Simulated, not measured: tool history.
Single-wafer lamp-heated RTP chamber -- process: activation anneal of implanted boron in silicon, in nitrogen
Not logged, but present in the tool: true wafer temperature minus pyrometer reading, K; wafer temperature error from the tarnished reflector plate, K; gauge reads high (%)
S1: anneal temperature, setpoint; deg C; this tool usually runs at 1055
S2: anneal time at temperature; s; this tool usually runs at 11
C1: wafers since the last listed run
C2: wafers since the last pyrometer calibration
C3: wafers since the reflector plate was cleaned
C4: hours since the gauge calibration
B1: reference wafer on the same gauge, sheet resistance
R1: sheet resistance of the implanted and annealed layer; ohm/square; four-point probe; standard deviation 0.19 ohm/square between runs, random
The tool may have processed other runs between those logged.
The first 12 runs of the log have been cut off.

{"run": 13, "day": 6.088, "S1": 1055, "S2": 11, "C1": 148, "C2": 1442, "C3": 8698, "C4": 139.9, "B1": 105.99, "R1": 106.26}
{"day": 6.638, "done": "reflector plate cleaned"}
{"run": 14, "day": 6.658, "S1": 1055, "S2": 11, "C1": 107, "C2": 1549, "C3": 9, "C4": 153.6, "B1": 106.02, "R1": 106.33}
{"run": 15, "day": 6.742, "S1": 1032, "S2": 11, "C1": 37, "C2": 1587, "C3": 47, "C4": 155.6, "B1": 105.97, "R1": 108.51}
{"run": 16, "day": 7.004, "S1": 1070, "S2": 11, "C1": 118, "C2": 1706, "C3": 166, "C4": 161.9, "B1": 106.01, "R1": 105.41}
{"run": 17, "day": 7.3, "S1": 1055, "S2": 11, "C1": 133, "C2": 1839, "C3": 299, "C4": 169, "B1": 105.96, "R1": 105.74}
{"run": 18, "day": 7.883, "S1": 1084, "S2": 15, "C1": 263, "C2": 2103, "C3": 563, "C4": 183, "B1": 105.96, "R1": 103.88}
{"run": 19, "day": 8.517, "S1": 1032, "S2": 11, "C1": 286, "C2": 2389, "C3": 849, "C4": 198.2, "B1": 105.97, "R1": 108.12}
{"run": 20, "day": 8.888, "S1": 1083, "S2": 7, "C1": 167, "C2": 2557, "C3": 1017, "C4": 207.1, "B1": 106.11, "R1": 105.09}
{"run": 21, "day": 9.442, "S1": 1044, "S2": 7, "C1": 250, "C2": 2807, "C3": 1267, "C4": 220.4, "B1": 105.97, "R1": 107.41}
{"run": 22, "day": 9.733, "S1": 1026, "S2": 17, "C1": 131, "C2": 2939, "C3": 1399, "C4": 227.4, "B1": 106.02, "R1": 107.71}

Forecast run 23:
{"run": 23, "day": 10.067, "S1": 1038, "S2": 17, "C1": 150, "C2": 3089, "C3": 1549, "C4": 235.4, "B1": "?", "R1": "?"}

B1: 105.97
R1: 106.38 ohm/square
Without the tool's hidden state the same run would have given R1 107.76 ohm/square.

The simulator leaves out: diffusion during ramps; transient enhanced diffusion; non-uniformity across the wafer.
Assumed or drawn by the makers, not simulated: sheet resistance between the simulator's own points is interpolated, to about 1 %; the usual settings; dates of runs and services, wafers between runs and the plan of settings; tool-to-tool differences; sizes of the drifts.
